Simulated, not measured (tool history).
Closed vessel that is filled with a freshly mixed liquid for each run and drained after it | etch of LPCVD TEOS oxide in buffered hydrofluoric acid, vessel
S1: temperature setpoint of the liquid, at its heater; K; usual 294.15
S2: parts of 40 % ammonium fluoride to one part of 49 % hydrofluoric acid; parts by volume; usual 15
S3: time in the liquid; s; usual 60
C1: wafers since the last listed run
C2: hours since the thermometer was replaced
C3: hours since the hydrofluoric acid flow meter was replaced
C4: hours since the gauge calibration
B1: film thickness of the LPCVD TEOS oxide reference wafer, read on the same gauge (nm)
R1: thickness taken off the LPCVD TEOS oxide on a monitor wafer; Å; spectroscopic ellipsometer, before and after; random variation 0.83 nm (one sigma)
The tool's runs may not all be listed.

run 1 hour=0 | S1=294.15 S2=15 S3=60 | C1=0 C2=358.4 C3=164.6 C4=1064.5 | B1=99.99 | R1=1487.4
run 2 hour=47.4 | S1=294.15 S2=15 S3=60 | C1=6757 C2=405.8 C3=212 C4=1111.9 | B1=99.99 | R1=1460.6
run 3 hour=84.3 | S1=294.15 S2=15 S3=60 | C1=5260 C2=442.7 C3=248.9 C4=1148.8 | B1=100.02 | R1=1467.9
run 4 hour=149.8 | S1=294.15 S2=15 S3=60 | C1=9337 C2=508.2 C3=314.4 C4=1214.3 | B1=100.01 | R1=1462.8
run 5 hour=215.7 | S1=294.15 S2=15 S3=60 | C1=9394 C2=574.1 C3=380.3 C4=1280.2 | B1=100 | R1=1465.9
run 6 hour=243.4 | S1=294.15 S2=15 S3=60 | C1=3948 C2=601.8 C3=408 C4=1307.9 | B1=100.01 | R1=1476.6
run 7 hour=296.3 | S1=294.15 S2=15 S3=60 | C1=7541 C2=654.7 C3=460.9 C4=1360.8 | B1=99.97 | R1=1486
run 8 hour=340.9 | S1=294.15 S2=15 S3=60 | C1=6357 C2=699.3 C3=505.5 C4=1405.4 | B1=99.95 | R1=1473.7
run 9 hour=377.3 | S1=294.15 S2=15 S3=50 | C1=5188 C2=735.7 C3=541.9 C4=1441.8 | B1=99.98 | R1=1242.6
run 10 hour=423.1 | S1=294.15 S2=15 S3=60 | C1=6528 C2=781.5 C3=587.7 C4=1487.6 | B1=99.97 | R1=1490.3
run 11 hour=459.7 | S1=294.15 S2=15 S3=60 | C1=5217 C2=818.1 C3=624.3 C4=1524.2 | B1=100 | R1=1488.1
run 12 hour=486.4 | S1=295.65 S2=15 S3=60 | C1=3806 C2=844.8 C3=651 C4=1550.9 | B1=99.98 | R1=1606.5
run 13 hour=530.7 | S1=294.15 S2=15 S3=60 | C1=6315 C2=889.1 C3=695.3 C4=1595.2 | B1=100.01 | R1=1502.1
run 14 hour=578.3 | S1=294.15 S2=15 S3=60 | C1=6785 C2=936.7 C3=742.9 C4=1642.8 | B1=99.98 | R1=1492
run 15 hour=609 | S1=294.15 S2=15 S3=60 | C1=4376 C2=967.4 C3=773.6 C4=1673.5 | B1=99.96 | R1=1491.4
run 16 hour=654.1 | S1=290.65 S2=12.5 S3=45 | C1=6429 C2=1012.5 C3=818.7 C4=1718.6 | B1=100.01 | R1=1095.8
run 17 hour=702.2 | S1=294.15 S2=15 S3=60 | C1=6856 C2=1060.6 C3=866.8 C4=1766.7 | B1=99.98 | R1=1492.7
run 18 hour=773 | S1=290.15 S2=15 S3=50 | C1=10092 C2=1131.4 C3=937.6 C4=1837.5 | B1=100.04 | R1=984.7
-- hour=843.5 hydrofluoric acid flow meter replaced
run 19 hour=853.9 | S1=294.15 S2=15 S3=60 | C1=11389 C2=1212.3 C3=10.4 C4=1918.4 | B1=99.99 | R1=1491.9
-- hour=961.4 thermometer replaced
run 20 hour=1041.5 | S1=290.15 S2=12 S3=70 | C1=26600 C2=80.1 C3=198 C4=2106 | B1=100 | R1=1706
-- hour=1047 gauge calibrated
run 21 hour=1099.1 | S1=290.65 S2=19 S3=30 | C1=8211 C2=137.7 C3=255.6 C4=52.1 | B1=100.03 | R1=473.8
run 22 hour=1164.4 | S1=294.15 S2=9 S3=60 | C1=9308 C2=203 C3=320.9 C4=117.4 | B1=100.01 | R1=2339.2
run 23 hour=1196.5 | S1=296.65 S2=10 S3=85 | C1=4575 C2=235.1 C3=353 C4=149.5 | B1=100 | R1=3521.8
run 24 hour=1267.3 | S1=292.65 S2=19.5 S3=60 | C1=10092 C2=305.9 C3=423.8 C4=220.3 | B1=99.95 | R1=1040.9
run 25 hour=1300.1 | S1=294.15 S2=15 S3=60 | C1=4675 C2=338.7 C3=456.6 C4=253.1 | B1=100.02 | R1=1468.7
run 26 hour=1344.1 | S1=294.15 S2=15 S3=60 | C1=6272 C2=382.7 C3=500.6 C4=297.1 | B1=100.02 | R1=1470.2
run 27 hour=1415.2 | S1=294.15 S2=15 S3=60 | C1=10135 C2=453.8 C3=571.7 C4=368.2 | B1=100.03 | R1=1459.3
run 28 hour=1568.6 | S1=295.65 S2=19 S3=60 | C1=21867 C2=607.2 C3=725.1 C4=521.6 | B1=99.98 | R1=1254.5
run 29 hour=1595.5 | S1=298.15 S2=15 S3=90 | C1=3834 C2=634.1 C3=752 C4=548.5 | B1=99.98 | R1=2745.4
run 30 hour=1644.5 | S1=294.15 S2=15 S3=80 | C1=6985 C2=683.1 C3=801 C4=597.5 | B1=99.99 | R1=1971.8
run 31 hour=1707.4 | S1=294.15 S2=15 S3=60 | C1=8966 C2=746 C3=863.9 C4=660.4 | B1=99.98 | R1=1482.4
run 32 hour=1742.5 | S1=296.65 S2=11.5 S3=85 | C1=5003 C2=781.1 C3=899 C4=695.5 | B1=100.01 | R1=3103.9
run 33 hour=1787.5 | S1=292.15 S2=11.5 S3=30 | C1=6414 C2=826.1 C3=944 C4=740.5 | B1=100 | R1=854.2
run 34 hour=1834.1 | S1=292.65 S2=12.5 S3=50 | C1=6642 C2=872.7 C3=990.6 C4=787.1 | B1=100.02 | R1=1367.4

Forecast each of these 3 alternatives for the next run:
run A hour=1834.8 | S1=298.15 S2=15 S3=60 | C1=99 C2=873.4 C3=991.3 C4=787.8 | B1=? | R1=?
run B hour=1834.8 | S1=294.15 S2=18.5 S3=50 | C1=99 C2=873.4 C3=991.3 C4=787.8 | B1=? | R1=?
run C hour=1834.8 | S1=297.65 S2=13 S3=60 | C1=99 C2=873.4 C3=991.3 C4=787.8 | B1=? | R1=?

run=A B1=100.03 R1=1833.7
run=B B1=100.03 R1=998.1
run=C B1=100.03 R1=2053.5
Without the tool's hidden state the same runs would have given:
run=A R1=1790.4
run=B R1=973.9
run=C R1=2005
